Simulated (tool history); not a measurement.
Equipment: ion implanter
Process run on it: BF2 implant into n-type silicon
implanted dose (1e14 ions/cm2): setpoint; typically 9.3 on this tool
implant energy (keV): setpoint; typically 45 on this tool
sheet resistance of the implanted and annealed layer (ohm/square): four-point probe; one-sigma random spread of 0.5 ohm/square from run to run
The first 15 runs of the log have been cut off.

run      day  implanted dose (1e14 ions/cm2)  implant energy (keV)  wafers since the last listed run  hours since the last dose calibration  hours since the extraction supply was calibrated  hours since the gauge calibration  read-back reference wafer on the same gauge, sheet resistance  sheet resistance of the implanted and annealed layer (ohm/square)
 16   54.892                             9.3                    45                              1490                                 1649.8                                             148.6                              483.5                                                         167.19                                                             156.27
 17   59.242                             9.3                  32.5                              2380                                 1754.2                                               253                              587.9                                                          166.8                                                             179.29
 18   63.721                             9.3                    45                              2450                                 1861.7                                             360.5                              695.4                                                         167.02                                                             157.33
      64.208  -- Faraday cup replaced and dose calibrated
 19   66.254                            7.14                    34                              1203                                   49.1                                             421.3                              756.2                                                         167.22                                                             197.88
 20   68.633                            6.51                    33                              1301                                  106.2                                             478.4                              813.3                                                         166.97                                                             208.21
 21   71.271                            6.56                  54.5                              1443                                  169.5                                             541.7                              876.6                                                         167.07                                                             185.93
 22    74.25                             9.3                  31.5                              1630                                    241                                             613.2                              948.1                                                         167.16                                                             181.75
 23   76.767                             9.3                  33.5                              1376                                  301.4                                             673.6                             1008.5                                                         166.95                                                             175.99
 24   79.646                           11.11                    37                              1575                                  370.5                                             742.7                             1077.6                                                         166.96                                                             161.18
 25   83.108                              12                  57.5                              1894                                  453.6                                             825.8                             1160.7                                                         167.06                                                             127.97
 26   87.329                            7.23                    50                              2309                                  554.9                                             927.1                               1262                                                         167.13                                                             175.98
 27    90.05                           11.53                    37                              1488                                  620.2                                             992.4                             1327.3                                                          167.1                                                             158.81
 28   93.283                            7.59                    41                              1769                                  697.8                                              1070                             1404.9                                                          166.9                                                              179.4
 29   95.675                            7.31                  38.5                              1308                                  755.2                                            1127.4                             1462.3                                                         166.96                                                             185.56
 30   97.662                             6.7                  37.5                              1087                                  802.9                                            1175.1                               1510                                                         166.86                                                             198.48
 31   99.962                             9.3                    45                              1258                                  858.1                                            1230.3                             1565.2                                                         166.87                                                             157.56
 32  103.321                             9.3                    45                              1837                                  938.7                                            1310.9                             1645.8                                                         167.04                                                             156.83
 33    110.5                           10.12                  55.5                              3928                                   1111                                            1483.2                             1818.1                                                         167.16                                                             139.91
 34  112.729                             9.3                  40.5                              1219                                 1164.5                                            1536.7                             1871.6                                                         166.68                                                             164.74
 35   114.55                             9.3                  56.5                               996                                 1208.2                                            1580.4                             1915.3                                                          167.3                                                             145.62
 36  116.204                             9.3                    45                               905                                 1247.9                                            1620.1                               1955                                                         166.92                                                             158.03
 37  119.421                            7.42                  56.5                              1759                                 1325.1                                            1697.3                             2032.2                                                         166.94                                                             168.58
 38  122.462                             9.3                    45                              1664                                 1398.1                                            1770.3                             2105.2                                                         166.75                                                             157.57

Predict each of these 3 candidate next runs independently; none follows another, all start after run 38:
  A  122.479                             9.3                    45                                 9                                 1398.5                                            1770.7                             2105.6                                                              ?                                                                  ?
  B  122.479                           10.72                  58.5                                 9                                 1398.5                                            1770.7                             2105.6                                                              ?                                                                  ?
  C  122.479                            8.42                  58.5                                 9                                 1398.5                                            1770.7                             2105.6                                                              ?                                                                  ?

run  read-back reference wafer on the same gauge, sheet resistance  sheet resistance of the implanted and annealed layer (ohm/square)
  A                                                         166.78                                                             158.97
  B                                                         166.78                                                             135.14
  C                                                         166.78                                                              155.4
With the hidden condition removed and each run's random variation left untouched, the same runs would have given:
run  sheet resistance of the implanted and annealed layer (ohm/square)
  A                                                             158.15
  B                                                             134.46
  C                                                             154.94
